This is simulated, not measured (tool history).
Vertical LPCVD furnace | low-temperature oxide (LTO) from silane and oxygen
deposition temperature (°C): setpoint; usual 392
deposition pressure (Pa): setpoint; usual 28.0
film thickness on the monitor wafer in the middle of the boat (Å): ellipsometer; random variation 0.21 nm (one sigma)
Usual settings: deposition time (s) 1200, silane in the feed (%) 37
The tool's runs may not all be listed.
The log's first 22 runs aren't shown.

run	hour	deposition temperature (°C)	deposition pressure (Pa)	deposition time (s)	silane in the feed (%)	wafers since the last listed run	hours since the last temperature calibration	hours since the pressure gauge was zeroed	hours since the silane flow controller was replaced	hours since the gauge calibration	read-back reference wafer on the same gauge, thickness	film thickness on the monitor wafer in the middle of the boat (Å)
23	324.6	399	26.0	1680	37	168	99.8	4031.4	147.6	131.9	164.95	1882.2
# hour 349.7: pressure gauge zeroed
24	350.2	382	32.0	1200	37	13	125.4	0.5	173.2	157.5	165.06	1419.1
25	355.2	400	23.3	750	34	42	130.4	5.5	178.2	162.5	164.99	717.0
26	364.0	388	28.0	1620	32	75	139.2	14.3	187.0	171.3	165.02	1471.2
27	381.4	392	28.0	1200	37	149	156.6	31.7	204.4	188.7	165.07	1399.6
28	393.7	392	28.0	1200	37	105	168.9	44.0	216.7	201.0	165.05	1398.4
29	401.0	389	22.0	750	35	62	176.2	51.3	224.0	208.3	164.95	615.8
30	429.6	392	28.0	1200	37	245	204.8	79.9	252.6	236.9	164.97	1394.1
31	441.9	392	28.0	1200	37	105	217.1	92.2	264.9	249.2	164.99	1393.5
32	460.5	388	33.3	1650	37	159	235.7	110.8	283.5	267.8	165.10	2174.1

Forecast each of these 3 alternatives for the next run:
A	465.6	383	28.0	1200	37	43	240.8	115.9	288.6	272.9	?	?
B	465.6	392	34.0	750	37	43	240.8	115.9	288.6	272.9	?	?
C	465.6	403	28.0	1200	37	43	240.8	115.9	288.6	272.9	?	?

run	read-back reference wafer on the same gauge, thickness	film thickness on the monitor wafer in the middle of the boat (Å)
A	165.09	1252.8
B	165.09	1058.0
C	165.09	1580.1
Without the tool's hidden state the same runs would have given:
run	film thickness on the monitor wafer in the middle of the boat (Å)
A	1253.8
B	1058.7
C	1581.4

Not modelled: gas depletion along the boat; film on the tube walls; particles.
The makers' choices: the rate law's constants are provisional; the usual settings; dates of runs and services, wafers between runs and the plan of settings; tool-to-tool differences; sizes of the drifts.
